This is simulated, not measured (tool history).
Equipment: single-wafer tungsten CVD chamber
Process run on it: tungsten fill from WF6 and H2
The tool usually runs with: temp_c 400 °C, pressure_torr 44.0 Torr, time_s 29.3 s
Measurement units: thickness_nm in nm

run   hour  temp_c  pressure_torr  time_s  wafers since the last listed run  hours since the last thermocouple change  hours since the last manometer calibration  hours since the showerhead was replaced  hours since the gauge calibration  read-back reference wafer on the same gauge, thickness_nm  thickness_nm
  1    0.0     400           44.0    30.6                                 0                                    2057.1                                      2005.8                                   4090.3                              274.2                                                     85.984        96.592
  2   32.2     400           44.0    30.6                               477                                    2089.3                                      2038.0                                   4122.5                              306.4                                                     85.999        96.104
  3  107.0     400           44.0    29.3                              1108                                    2164.1                                      2112.8                                   4197.3                              381.2                                                     85.999        91.937
     142.8  -- capacitance manometer re-zeroed and calibrated
  4  143.3     400           44.0    29.3                               419                                    2200.4                                         0.5                                   4233.6                              417.5                                                     85.961        96.111
  5  154.3     400           44.0    29.3                               163                                    2211.4                                        11.5                                   4244.6                              428.5                                                     86.035        96.593
  6  182.8     400           47.6    29.3                               422                                    2239.9                                        40.0                                   4273.1                              457.0                                                     86.030       100.212
  7  199.3     400           47.6    29.3                               244                                    2256.4                                        56.5                                   4289.6                              473.5                                                     86.018        99.795
  8  213.8     400           44.0    29.3                               214                                    2270.9                                        71.0                                   4304.1                              488.0                                                     86.057        95.829
  9  248.9     404           44.0    29.3                               520                                    2306.0                                       106.1                                   4339.2                              523.1                                                     86.031       104.510
 10  274.5     400           44.0    25.7                               379                                    2331.6                                       131.7                                   4364.8                              548.7                                                     86.033        83.998
     289.4  -- thermocouple changed; heater temperature recalibrated
     291.7  -- gauge calibrated
 11  299.4     392           38.4    29.3                               250                                      10.0                                       156.6                                   4389.7                                7.7                                                     86.058        81.274
 12  332.8     400           44.0    29.3                               495                                      43.4                                       190.0                                   4423.1                               41.1                                                     85.960       103.595
     348.6  -- showerhead replaced
 13  349.5     400           44.0    29.3                               128                                      60.1                                       206.7                                      0.9                               57.8                                                     86.037       103.586
 14  372.0     400           47.2    24.1                               333                                      82.6                                       229.2                                     23.4                               80.3                                                     86.030        87.664
 15  394.9     404           48.8    29.3                               339                                     105.5                                       252.1                                     46.3                              103.2                                                     86.002       117.747
 16  416.4     407           49.3    33.2                               318                                     127.0                                       273.6                                     67.8                              124.7                                                     85.970       142.115
 17  435.9     393           50.4    24.5                               289                                     146.5                                       293.1                                     87.3                              144.2                                                     85.974        78.910
 18  455.8     411           51.5    27.8                               294                                     166.4                                       313.0                                    107.2                              164.1                                                     86.043       130.669

Hidden condition of the tool, last listed run before each entry between runs versus first listed run after:
After run 3, before run 4: capacitance manometer re-zeroed and calibrated (hour 142.8)
  wafer temperature above the value expected at the setpoint (K): -3.63 -> -3.64; true pressure above the setpoint (%): -7.56 -> 0.457
  what was measured, less what the result would be without the hidden state, thickness_nm: -11.653 -> -7.481 nm
After run 10, before run 11: thermocouple changed; heater temperature recalibrated (hour 289.4); gauge calibrated (hour 291.7)
  wafer temperature above the value expected at the setpoint (K): -3.68 -> 0.244; true pressure above the setpoint (%): -0.0959 -> -0.201
  what was measured, less what the result would be without the hidden state, thickness_nm: -6.873 -> +0.341 nm
After run 12, before run 13: showerhead replaced (hour 348.6)
  wafer temperature above the value expected at the setpoint (K): 0.0655 -> -0.0207; true pressure above the setpoint (%): -0.342 -> -0.412
  what was measured, less what the result would be without the hidden state, thickness_nm: -0.049 -> -0.272 nm
